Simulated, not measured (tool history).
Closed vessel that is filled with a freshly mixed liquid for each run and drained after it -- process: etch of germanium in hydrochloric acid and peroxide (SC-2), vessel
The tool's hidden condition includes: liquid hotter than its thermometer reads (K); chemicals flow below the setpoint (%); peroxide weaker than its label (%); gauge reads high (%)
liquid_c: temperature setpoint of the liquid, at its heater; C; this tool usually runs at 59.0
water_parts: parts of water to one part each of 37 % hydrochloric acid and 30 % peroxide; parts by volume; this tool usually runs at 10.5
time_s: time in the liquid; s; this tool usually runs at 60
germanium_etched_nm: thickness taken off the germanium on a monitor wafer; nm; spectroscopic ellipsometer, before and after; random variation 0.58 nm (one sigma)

| run | hour | liquid_c | water_parts | time_s | wafers since the last listed run | hours since the thermometer was replaced | hours since the chemicals flow meter was replaced | hours since the drum of peroxide was connected | hours since the gauge calibration | read-back film thickness of the germanium reference wafer, read on the same gauge (nm) | germanium_etched_nm |
|---|---|---|---|---|---|---|---|---|---|---|---|
| 1 | 0.0 | 59.0 | 7.5 | 60 | 0 | 1281.7 | 1443.5 | 793.3 | 21.2 | 130.00 | 156.22 |
| 2 | 21.5 | 59.0 | 7.5 | 60 | 2507 | 1303.2 | 1465.0 | 814.8 | 42.7 | 130.01 | 155.22 |
| 3 | 48.2 | 59.0 | 10.5 | 60 | 3114 | 1329.9 | 1491.7 | 841.5 | 69.4 | 129.98 | 151.90 |
| 4 | 69.5 | 59.0 | 10.5 | 60 | 2484 | 1351.2 | 1513.0 | 862.8 | 90.7 | 129.99 | 152.01 |
| 5 | 104.8 | 59.0 | 7.5 | 40 | 4117 | 1386.5 | 1548.3 | 898.1 | 126.0 | 130.01 | 104.51 |
| 6 | 116.8 | 59.0 | 10.5 | 60 | 1399 | 1398.5 | 1560.3 | 910.1 | 138.0 | 130.03 | 152.86 |
|  | 125.5 | thermometer replaced |
| 7 | 150.3 | 59.0 | 10.5 | 60 | 3791 | 24.8 | 1593.8 | 943.6 | 171.5 | 129.99 | 139.02 |
| 8 | 179.5 | 59.0 | 10.5 | 60 | 3406 | 54.0 | 1623.0 | 972.8 | 200.7 | 130.01 | 138.98 |
|  | 205.1 | chemicals flow meter replaced |
| 9 | 208.3 | 59.0 | 10.5 | 60 | 3242 | 82.8 | 3.2 | 1001.6 | 229.5 | 130.02 | 138.89 |
| 10 | 235.4 | 59.0 | 10.5 | 60 | 3161 | 109.9 | 30.3 | 1028.7 | 256.6 | 129.98 | 140.12 |
|  | 256.8 | gauge calibrated |
| 11 | 264.6 | 62.5 | 13.0 | 60 | 3406 | 139.1 | 59.5 | 1057.9 | 7.8 | 129.97 | 149.54 |
| 12 | 276.8 | 67.5 | 14.5 | 70 | 1423 | 151.3 | 71.7 | 1070.1 | 20.0 | 130.00 | 199.04 |
|  | 281.3 | new drum of peroxide connected |
| 13 | 295.8 | 66.0 | 10.5 | 60 | 2099 | 170.3 | 90.7 | 14.5 | 39.0 | 130.00 | 171.44 |
| 14 | 309.2 | 59.0 | 10.5 | 60 | 1563 | 183.7 | 104.1 | 27.9 | 52.4 | 129.99 | 140.80 |
| 15 | 337.4 | 65.5 | 13.5 | 60 | 3289 | 211.9 | 132.3 | 56.1 | 80.6 | 130.00 | 164.74 |
| 16 | 362.5 | 56.0 | 10.5 | 80 | 2927 | 237.0 | 157.4 | 81.2 | 105.7 | 129.97 | 173.33 |

Run-by-run hidden state of the tool:
chemicals flow below the setpoint (%): 0 on each run
peroxide weaker than its label (%): 0 on each run
gauge reads high (%): 0 on each run
H1: liquid hotter than its thermometer reads (K)
| run | H1 |
|---|---|
| 1 | 2.91 |
| 2 | 2.96 |
| 3 | 3.01 |
| 4 | 3.05 |
| 5 | 3.12 |
| 6 | 3.15 |
| 7 | 0.161 |
| 8 | 0.219 |
| 9 | 0.276 |
| 10 | 0.33 |
| 11 | 0.388 |
| 12 | 0.412 |
| 13 | 0.45 |
| 14 | 0.477 |
| 15 | 0.533 |
| 16 | 0.583 |
